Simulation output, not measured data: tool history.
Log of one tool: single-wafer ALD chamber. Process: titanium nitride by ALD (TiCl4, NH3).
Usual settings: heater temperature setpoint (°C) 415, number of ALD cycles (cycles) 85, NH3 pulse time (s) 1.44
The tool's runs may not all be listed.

| run | day | heater temperature setpoint (°C) | number of ALD cycles (cycles) | NH3 pulse time (s) | read-back reference wafer on the same gauge, thickness_nm | mean film thickness on the monitor wafer (Å) |
|---|---|---|---|---|---|---|
| 1 | 0.000 | 415 | 85 | 1.44 | 2.222 | 19.78 |
| 2 | 1.275 | 415 | 85 | 1.44 | 2.219 | 19.75 |
| 3 | 2.058 | 415 | 85 | 1.29 | 2.222 | 19.81 |
| 4 | 2.600 | 409 | 85 | 1.44 | 2.218 | 19.56 |
| 5 | 6.183 | 409 | 85 | 1.44 | 2.221 | 19.88 |
| 6 | 7.046 | 409 | 85 | 1.44 | 2.219 | 19.64 |
| 7 | 8.154 | 415 | 85 | 1.44 | 2.221 | 19.80 |
| 8 | 8.688 | 415 | 95 | 1.44 | 2.217 | 21.91 |
| 9 | 9.196 | 415 | 85 | 1.44 | 2.218 | 19.93 |
| 10 | 9.946 | 415 | 85 | 1.44 | 2.218 | 19.72 |
| 11 | 11.208 | 415 | 85 | 1.44 | 2.217 | 19.77 |
| 12 | 12.000 | 415 | 85 | 1.44 | 2.218 | 19.89 |
| 13 | 13.042 | 415 | 85 | 1.44 | 2.222 | 19.77 |
|  | 15.567 | showerhead replaced |
| 14 | 15.717 | 415 | 90 | 1.44 | 2.222 | 21.20 |
| 15 | 16.658 | 415 | 90 | 1.44 | 2.220 | 20.86 |
| 16 | 17.754 | 415 | 90 | 1.44 | 2.221 | 21.07 |
| 17 | 19.212 | 404 | 85 | 1.44 | 2.218 | 19.84 |
| 18 | 19.804 | 415 | 85 | 1.44 | 2.218 | 19.84 |
| 19 | 20.379 | 426 | 85 | 1.44 | 2.221 | 19.82 |
| 20 | 21.146 | 410 | 94 | 1.44 | 2.218 | 21.80 |
| 21 | 22.388 | 424 | 97 | 1.44 | 2.217 | 22.72 |
| 22 | 23.662 | 428 | 85 | 1.44 | 2.217 | 19.85 |
| 23 | 24.671 | 415 | 85 | 1.44 | 2.222 | 19.80 |
| 24 | 26.142 | 419 | 98 | 0.97 | 2.219 | 22.63 |
|  | 27.012 | gauge calibrated |
| 25 | 27.325 | 410 | 85 | 1.44 | 2.220 | 19.77 |
| 26 | 27.946 | 407 | 85 | 1.44 | 2.224 | 19.63 |
|  | 32.242 | thermocouple changed; heater temperature recalibrated |
| 27 | 32.296 | 415 | 85 | 1.24 | 2.221 | 19.73 |
| 28 | 33.088 | 422 | 68 | 1.95 | 2.218 | 16.06 |
| 29 | 34.212 | 415 | 85 | 1.44 | 2.219 | 19.90 |
| 30 | 35.275 | 415 | 85 | 1.44 | 2.222 | 19.75 |
| 31 | 36.508 | 415 | 85 | 1.44 | 2.220 | 19.73 |
| 32 | 37.833 | 419 | 85 | 1.76 | 2.225 | 19.86 |
| 33 | 38.946 | 400 | 95 | 1.93 | 2.220 | 22.05 |
| 34 | 39.688 | 415 | 85 | 1.44 | 2.224 | 19.82 |
| 35 | 40.833 | 415 | 85 | 1.66 | 2.222 | 19.98 |
| 36 | 41.433 | 404 | 70 | 1.44 | 2.221 | 16.24 |
| 37 | 42.571 | 421 | 101 | 1.60 | 2.222 | 23.52 |
| 38 | 43.100 | 415 | 76 | 1.44 | 2.220 | 17.57 |
| 39 | 44.362 | 404 | 96 | 0.92 | 2.219 | 21.83 |

5 ways to go on from here, each from the tool as it stands after run 39. What would each give?
| A | 44.388 | 415 | 85 | 1.11 | ? | ? |
| B | 44.388 | 423 | 91 | 1.44 | ? | ? |
| C | 44.388 | 415 | 72 | 1.09 | ? | ? |
| D | 44.388 | 405 | 85 | 0.97 | ? | ? |
| E | 44.388 | 420 | 92 | 1.72 | ? | ? |

| run | read-back reference wafer on the same gauge, thickness_nm | mean film thickness on the monitor wafer (Å) |
|---|---|---|
| A | 2.218 | 19.55 |
| B | 2.218 | 21.18 |
| C | 2.218 | 16.55 |
| D | 2.218 | 19.33 |
| E | 2.218 | 21.48 |
Without the tool's hidden state the same runs would have given:
| run | mean film thickness on the monitor wafer (Å) |
|---|---|
| A | 19.55 |
| B | 21.18 |
| C | 16.55 |
| D | 19.33 |
| E | 21.48 |

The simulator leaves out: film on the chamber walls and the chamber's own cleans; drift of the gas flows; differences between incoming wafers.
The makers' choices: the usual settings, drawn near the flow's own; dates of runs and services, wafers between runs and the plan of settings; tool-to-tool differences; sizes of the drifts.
